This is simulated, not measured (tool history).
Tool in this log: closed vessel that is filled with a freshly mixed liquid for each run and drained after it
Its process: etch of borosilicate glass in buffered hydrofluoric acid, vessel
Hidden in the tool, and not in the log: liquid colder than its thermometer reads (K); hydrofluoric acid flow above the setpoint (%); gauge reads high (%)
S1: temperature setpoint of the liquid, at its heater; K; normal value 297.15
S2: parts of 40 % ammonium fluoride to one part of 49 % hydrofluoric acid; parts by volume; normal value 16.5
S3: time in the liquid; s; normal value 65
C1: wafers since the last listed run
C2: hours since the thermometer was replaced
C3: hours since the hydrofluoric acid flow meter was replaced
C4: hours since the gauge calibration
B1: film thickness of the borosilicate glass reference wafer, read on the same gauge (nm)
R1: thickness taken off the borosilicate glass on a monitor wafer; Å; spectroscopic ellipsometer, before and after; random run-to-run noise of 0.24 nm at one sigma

run 1 hour=0 | S1=293.15 S2=16.5 S3=65 | C1=0 C2=2095.1 C3=1322.9 C4=34.3 | B1=119.99 | R1=405.3
run 2 hour=29.8 | S1=293.15 S2=16.5 S3=65 | C1=2460 C2=2124.9 C3=1352.7 C4=64.1 | B1=119.98 | R1=402.5
run 3 hour=59.4 | S1=293.15 S2=16.5 S3=65 | C1=2443 C2=2154.5 C3=1382.3 C4=93.7 | B1=119.98 | R1=404.7
run 4 hour=77.5 | S1=297.15 S2=16.5 S3=65 | C1=1494 C2=2172.6 C3=1400.4 C4=111.8 | B1=120 | R1=501.3
run 5 hour=104.6 | S1=297.15 S2=16.5 S3=65 | C1=2237 C2=2199.7 C3=1427.5 C4=138.9 | B1=120.03 | R1=505.4
run 6 hour=127.5 | S1=297.15 S2=16.5 S3=65 | C1=1890 C2=2222.6 C3=1450.4 C4=161.8 | B1=120.02 | R1=498.9
run 7 hour=141 | S1=297.15 S2=16.5 S3=65 | C1=1114 C2=2236.1 C3=1463.9 C4=175.3 | B1=119.98 | R1=501.9
run 8 hour=161.4 | S1=297.15 S2=16.5 S3=65 | C1=1684 C2=2256.5 C3=1484.3 C4=195.7 | B1=120.02 | R1=505.3
run 9 hour=197.3 | S1=297.15 S2=16.5 S3=65 | C1=2964 C2=2292.4 C3=1520.2 C4=231.6 | B1=120.01 | R1=502
run 10 hour=217.2 | S1=297.15 S2=16.5 S3=65 | C1=1643 C2=2312.3 C3=1540.1 C4=251.5 | B1=119.99 | R1=504.4
run 11 hour=242.4 | S1=297.15 S2=16.5 S3=65 | C1=2080 C2=2337.5 C3=1565.3 C4=276.7 | B1=120.01 | R1=500.8
run 12 hour=257.3 | S1=297.15 S2=16.5 S3=65 | C1=1230 C2=2352.4 C3=1580.2 C4=291.6 | B1=120.01 | R1=500.1
run 13 hour=275.4 | S1=297.15 S2=19.5 S3=65 | C1=1494 C2=2370.5 C3=1598.3 C4=309.7 | B1=119.99 | R1=424.1
run 14 hour=306.3 | S1=297.15 S2=19.5 S3=65 | C1=2551 C2=2401.4 C3=1629.2 C4=340.6 | B1=119.99 | R1=425.8
run 15 hour=320.6 | S1=297.15 S2=16.5 S3=65 | C1=1180 C2=2415.7 C3=1643.5 C4=354.9 | B1=119.99 | R1=500.8
-- hour=367.8 hydrofluoric acid flow meter replaced
-- hour=375.8 thermometer replaced
run 16 hour=404.4 | S1=292.65 S2=16.5 S3=65 | C1=6753 C2=28.6 C3=36.6 C4=438.7 | B1=120.01 | R1=429.4
run 17 hour=427.1 | S1=299.65 S2=20.5 S3=35 | C1=1874 C2=51.3 C3=59.3 C4=461.4 | B1=120.02 | R1=274.3
run 18 hour=453.1 | S1=297.15 S2=16.5 S3=65 | C1=2146 C2=77.3 C3=85.3 C4=487.4 | B1=120.01 | R1=545.6
run 19 hour=477.5 | S1=300.15 S2=19.5 S3=95 | C1=2014 C2=101.7 C3=109.7 C4=511.8 | B1=119.98 | R1=796
run 20 hour=496.1 | S1=298.65 S2=19.5 S3=65 | C1=1535 C2=120.3 C3=128.3 C4=530.4 | B1=120 | R1=499.9
run 21 hour=525 | S1=293.15 S2=16.5 S3=65 | C1=2386 C2=149.2 C3=157.2 C4=559.3 | B1=119.98 | R1=442
run 22 hour=552.8 | S1=300.15 S2=13 S3=30 | C1=2295 C2=177 C3=185 C4=587.1 | B1=120.03 | R1=374.4
run 23 hour=576.8 | S1=297.15 S2=16.5 S3=65 | C1=1981 C2=201 C3=209 C4=611.1 | B1=119.99 | R1=548
-- hour=603.5 gauge calibrated
run 24 hour=605.9 | S1=297.15 S2=16.5 S3=35 | C1=2402 C2=230.1 C3=238.1 C4=2.4 | B1=119.99 | R1=293.5
run 25 hour=625.2 | S1=297.15 S2=16.5 S3=40 | C1=1593 C2=249.4 C3=257.4 C4=21.7 | B1=119.99 | R1=334.8
run 26 hour=652.6 | S1=297.15 S2=11 S3=35 | C1=2262 C2=276.8 C3=284.8 C4=49.1 | B1=120 | R1=437.3
run 27 hour=678.7 | S1=297.15 S2=16.5 S3=80 | C1=2154 C2=302.9 C3=310.9 C4=75.2 | B1=120.02 | R1=665.1
run 28 hour=710.8 | S1=297.15 S2=16.5 S3=55 | C1=2650 C2=335 C3=343 C4=107.3 | B1=120.03 | R1=458.6
run 29 hour=732.1 | S1=295.65 S2=19.5 S3=45 | C1=1758 C2=356.3 C3=364.3 C4=128.6 | B1=120.02 | R1=291.1
run 30 hour=765.8 | S1=297.15 S2=16.5 S3=65 | C1=2782 C2=390 C3=398 C4=162.3 | B1=120 | R1=542.9

The tool's hidden state at each run:
hydrofluoric acid flow above the setpoint (%): 0 at every run
gauge reads high (%): 0 at every run
H1: liquid colder than its thermometer reads (K)
run=1 H1=1.5
run=2 H1=1.52
run=3 H1=1.54
run=4 H1=1.55
run=5 H1=1.57
run=6 H1=1.59
run=7 H1=1.6
run=8 H1=1.61
run=9 H1=1.64
run=10 H1=1.65
run=11 H1=1.67
run=12 H1=1.68
run=13 H1=1.69
run=14 H1=1.71
run=15 H1=1.72
run=16 H1=0.0422
run=17 H1=0.058
run=18 H1=0.076
run=19 H1=0.0929
run=20 H1=0.106
run=21 H1=0.126
run=22 H1=0.145
run=23 H1=0.162
run=24 H1=0.182
run=25 H1=0.195
run=26 H1=0.214
run=27 H1=0.233
run=28 H1=0.255
run=29 H1=0.27
run=30 H1=0.293
